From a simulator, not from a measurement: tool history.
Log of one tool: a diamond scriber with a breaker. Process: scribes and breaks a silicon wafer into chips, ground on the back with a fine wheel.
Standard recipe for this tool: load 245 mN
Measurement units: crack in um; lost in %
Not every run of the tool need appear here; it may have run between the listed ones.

run,hour,load,"incoming depth of the damage left on the back of the incoming wafer, um",crack,lost
1,0.0,299,2.56,7.93,5.63
2,156.3,299,2.16,7.90,5.04
3,186.0,299,2.97,8.01,6.64
4,241.8,245,2.10,7.49,2.56
5,450.1,245,2.10,7.25,2.70
6,475.0,245,2.48,7.35,3.80
7,534.5,245,2.07,7.36,2.74
8,603.9,192,1.95,6.64,3.26
9,644.3,245,1.54,7.33,2.00
# hour 664.2: diamond tip replaced by a new one, of another model than before
10,668.7,245,1.85,7.45,2.13
11,751.6,245,2.66,7.35,4.33
12,807.7,245,1.77,7.44,2.13
13,869.4,269,2.30,7.72,3.88
14,909.5,269,1.85,7.72,2.99
15,946.9,245,2.13,7.54,3.03
# hour 951.7: load on the tip recalibrated
16,982.9,245,2.95,6.97,5.68
17,1050.7,245,2.09,7.07,2.54
18,1088.1,212,2.28,6.84,3.89
19,1112.5,245,1.81,6.95,1.84
20,1177.1,245,1.87,6.71,2.05
21,1228.2,194,1.65,6.53,2.99
22,1284.0,300,1.80,7.66,2.68
23,1336.9,245,1.84,7.00,2.03
24,1373.9,294,2.95,7.39,5.12
25,1433.9,245,1.67,7.03,1.67
26,1466.0,290,1.60,7.29,2.11
27,1524.9,318,1.87,7.72,3.68
# hour 1596.6: diamond tip replaced by a new one
28,1597.1,301,2.80,7.91,5.28
29,1642.2,174,2.63,6.25,7.25
30,1691.0,223,2.88,6.98,5.64
31,1762.8,288,2.26,7.30,3.23
32,1796.0,277,1.93,7.38,2.54
33,1836.0,245,2.01,7.06,2.33
34,1997.5,309,2.78,7.75,5.51

How would selected steps in crack from run to run divide? Give the signed amount a tool lacking its hidden state would still show from settings, what came in and random variation, and the signed amount left for the hidden state, including any gauge scatter that is not in both of the compared results.
The hidden state here: share of the diamond tip's cutting effectiveness lost through wear, %; deviation of the load on the tip from its setpoint, %.
Run 4 -> 5: no setting touched and nothing written in the log between the runs. crack -0.24 um: hidden state +0.07, all else -0.31.
Run 9 -> 10: diamond tip replaced by a new one, of another model than before. crack +0.12 um: hidden state -0.10, all else +0.22.
Run 15 -> 16: load on the tip recalibrated. crack -0.57 um: hidden state -0.45, all else -0.12.
Run 21 -> 22: load 194 -> 300. crack +1.13 um: hidden state +0.01, all else +1.12.
Run 28 -> 29: load 301 -> 174. crack -1.66 um: hidden state -0.01, all else -1.65.
Run 29 -> 30: load 174 -> 223. crack +0.73 um: hidden state +0.01, all else +0.72.

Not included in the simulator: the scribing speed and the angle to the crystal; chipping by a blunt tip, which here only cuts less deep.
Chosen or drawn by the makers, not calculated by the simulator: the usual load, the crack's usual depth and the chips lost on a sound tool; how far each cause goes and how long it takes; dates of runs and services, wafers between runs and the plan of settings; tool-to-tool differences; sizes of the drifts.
